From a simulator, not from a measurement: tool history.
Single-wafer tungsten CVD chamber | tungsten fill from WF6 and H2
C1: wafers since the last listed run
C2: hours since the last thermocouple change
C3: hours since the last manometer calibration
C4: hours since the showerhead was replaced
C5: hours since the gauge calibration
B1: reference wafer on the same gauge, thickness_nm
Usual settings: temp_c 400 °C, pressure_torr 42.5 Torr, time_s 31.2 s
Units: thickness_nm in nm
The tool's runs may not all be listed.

Run 1, day 0: usual settings but temp_c 394 °C, pressure_torr 47.4 Torr; C1 0; C2 2487.9; C3 790.4; C4 2698.9; C5 332.4; B1 99.93. Result: thickness_nm 93.881 nm.
Run 2, day 0.683: usual settings but temp_c 394 °C, pressure_torr 47.4 Torr; C1 426; C2 2504.3; C3 806.8; C4 2715.3; C5 348.8; B1 100.178. Result: thickness_nm 94.805 nm.
Run 3, day 2.892: usual settings but temp_c 394 °C, pressure_torr 47.4 Torr; C1 1379; C2 2557.3; C3 859.8; C4 2768.3; C5 401.8; B1 100.043. Result: thickness_nm 93.128 nm.
Run 4, day 3.412: usual settings but pressure_torr 36.6 Torr; C1 325; C2 2569.8; C3 872.3; C4 2780.8; C5 414.3; B1 99.897. Result: thickness_nm 83.534 nm.
At day 4.317: thermocouple changed; heater temperature recalibrated.
Run 5, day 4.338: usual settings; C1 369; C2 0.5; C3 894.5; C4 2803; C5 436.5; B1 100.062. Result: thickness_nm 102.726 nm.
Run 6, day 5.654: usual settings; C1 822; C2 32.1; C3 926.1; C4 2834.6; C5 468.1; B1 99.974. Result: thickness_nm 103.036 nm.
Run 7, day 6.042: usual settings; C1 242; C2 41.4; C3 935.4; C4 2843.9; C5 477.4; B1 99.892. Result: thickness_nm 102.849 nm.
Run 8, day 6.688: usual settings; C1 403; C2 56.9; C3 950.9; C4 2859.4; C5 492.9; B1 99.822. Result: thickness_nm 102.65 nm.
Run 9, day 7.204: usual settings; C1 322; C2 69.3; C3 963.3; C4 2871.8; C5 505.3; B1 100.065. Result: thickness_nm 103.276 nm.
Run 10, day 7.575: usual settings but time_s 27.1 s; C1 231; C2 78.2; C3 972.2; C4 2880.7; C5 514.2; B1 99.981. Result: thickness_nm 88.596 nm.
Run 11, day 8.112: usual settings but temp_c 405 °C; C1 335; C2 91.1; C3 985.1; C4 2893.6; C5 527.1; B1 100.068. Result: thickness_nm 110.347 nm.
Run 12, day 9.804: usual settings but temp_c 405 °C; C1 1056; C2 131.7; C3 1025.7; C4 2934.2; C5 567.7; B1 100.109. Result: thickness_nm 110.811 nm.
Run 13, day 10.217: usual settings but temp_c 405 °C; C1 257; C2 141.6; C3 1035.6; C4 2944.1; C5 577.6; B1 99.917. Result: thickness_nm 110.9 nm.
Run 14, day 10.675: usual settings but temp_c 414 °C, time_s 35.3 s; C1 286; C2 152.6; C3 1046.6; C4 2955.1; C5 588.6; B1 100.057. Result: thickness_nm 143.157 nm.
Run 15, day 11.017: usual settings; C1 213; C2 160.8; C3 1054.8; C4 2963.3; C5 596.8; B1 99.97. Result: thickness_nm 102.227 nm.
At day 11.075: gauge calibrated.
Run 16, day 11.412: usual settings but pressure_torr 50 Torr; C1 247; C2 170.3; C3 1064.3; C4 2972.8; C5 8.1; B1 99.99. Result: thickness_nm 115.03 nm.
At day 11.946: capacitance manometer re-zeroed and calibrated.
Run 17, day 11.967: usual settings but pressure_torr 48.7 Torr; C1 137; C2 183.6; C3 0.5; C4 2986.1; C5 21.4; B1 100.004. Result: thickness_nm 120.19 nm.
Run 18, day 12.262: usual settings but pressure_torr 49.7 Torr; C1 184; C2 190.7; C3 7.6; C4 2993.2; C5 28.5; B1 100.019. Result: thickness_nm 121.49 nm.
Run 19, day 12.617: usual settings but temp_c 406 °C, pressure_torr 51.3 Torr, time_s 25.8 s; C1 221; C2 199.2; C3 16.1; C4 3001.7; C5 37; B1 100.149. Result: thickness_nm 112.713 nm.
Run 20, day 13.258: usual settings; C1 400; C2 214.6; C3 31.5; C4 3017.1; C5 52.4; B1 99.941. Result: thickness_nm 107.844 nm.
Run 21, day 13.938: usual settings but pressure_torr 33 Torr; C1 424; C2 230.9; C3 47.8; C4 3033.4; C5 68.7; B1 99.933. Result: thickness_nm 86.482 nm.
Run 22, day 14.371: usual settings but temp_c 406 °C, pressure_torr 52.2 Torr, time_s 34.4 s; C1 270; C2 241.3; C3 58.2; C4 3043.8; C5 79.1; B1 100.069. Result: thickness_nm 151.74 nm.
Run 23, day 14.933: usual settings but temp_c 409 °C, pressure_torr 33 Torr, time_s 34.6 s; C1 351; C2 254.8; C3 71.7; C4 3057.3; C5 92.6; B1 100.157. Result: thickness_nm 109.611 nm.
At day 15.408: showerhead replaced.
Run 24, day 15.421: usual settings but temp_c 411 °C, time_s 36.3 s; C1 96; C2 266.5; C3 83.4; C4 0.3; C5 104.3; B1 100.067. Result: thickness_nm 149.507 nm.
Run 25, day 16: usual settings but pressure_torr 51.8 Torr, time_s 26.2 s; C1 361; C2 280.4; C3 97.3; C4 14.2; C5 118.2; B1 100.11. Result: thickness_nm 103.271 nm.
Run 26, day 16.496: usual settings but temp_c 410 °C, pressure_torr 32.5 Torr, time_s 25.7 s; C1 309; C2 292.3; C3 109.2; C4 26.1; C5 130.1; B1 99.891. Result: thickness_nm 81.358 nm.
Run 27, day 17.233: usual settings but temp_c 404 °C, pressure_torr 48.2 Torr, time_s 37.3 s; C1 460; C2 310; C3 126.9; C4 43.8; C5 147.8; B1 99.986. Result: thickness_nm 150.704 nm.
Run 28, day 17.608: usual settings but temp_c 392 °C; C1 234; C2 319; C3 135.9; C4 52.8; C5 156.8; B1 100.002. Result: thickness_nm 94.408 nm.
Run 29, day 17.858: usual settings; C1 156; C2 325; C3 141.9; C4 58.8; C5 162.8; B1 100.02. Result: thickness_nm 107.647 nm.
Run 30, day 18.158: usual settings but temp_c 393 °C, time_s 34.5 s; C1 187; C2 332.2; C3 149.1; C4 66; C5 170; B1 100.157. Result: thickness_nm 105.308 nm.
Run 31, day 18.508: usual settings but pressure_torr 47.3 Torr, time_s 33.4 s; C1 218; C2 340.6; C3 157.5; C4 74.4; C5 178.4; B1 100.148. Result: thickness_nm 124.717 nm.
Run 32, day 18.95: usual settings but time_s 26.4 s; C1 275; C2 351.2; C3 168.1; C4 85; C5 189; B1 99.999. Result: thickness_nm 90.34 nm.
Run 33, day 19.538: usual settings; C1 367; C2 365.3; C3 182.2; C4 99.1; C5 203.1; B1 100.066. Result: thickness_nm 106.24 nm.
Run 34, day 20.125: usual settings but temp_c 410 °C, time_s 33.5 s; C1 367; C2 379.4; C3 196.3; C4 113.2; C5 217.2; B1 99.958. Result: thickness_nm 134.251 nm.
Run 35, day 20.558: usual settings but pressure_torr 37.3 Torr, time_s 26.3 s; C1 270; C2 389.8; C3 206.7; C4 123.6; C5 227.6; B1 99.921. Result: thickness_nm 80.627 nm.

3 ways to go on from here, each from the tool as it stands after run 35. What would each give?
Run A, day 20.575: usual settings but temp_c 404 °C; C1 10; C2 390.2; C3 207.1; C4 124; C5 228; B1 ?. Result: thickness_nm ?.
Run B, day 20.575: usual settings but temp_c 395 °C; C1 10; C2 390.2; C3 207.1; C4 124; C5 228; B1 ?. Result: thickness_nm ?.
Run C, day 20.575: usual settings but temp_c 411 °C, pressure_torr 37.9 Torr; C1 10; C2 390.2; C3 207.1; C4 124; C5 228; B1 ?. Result: thickness_nm ?.

run     B1  thickness_nm
  A  99.91        113.26
  B  99.91        98.062
  C  99.91       114.659
Without the tool's hidden state the same runs would have given:
run  thickness_nm
  A       114.076
  B        98.714
  C       115.561

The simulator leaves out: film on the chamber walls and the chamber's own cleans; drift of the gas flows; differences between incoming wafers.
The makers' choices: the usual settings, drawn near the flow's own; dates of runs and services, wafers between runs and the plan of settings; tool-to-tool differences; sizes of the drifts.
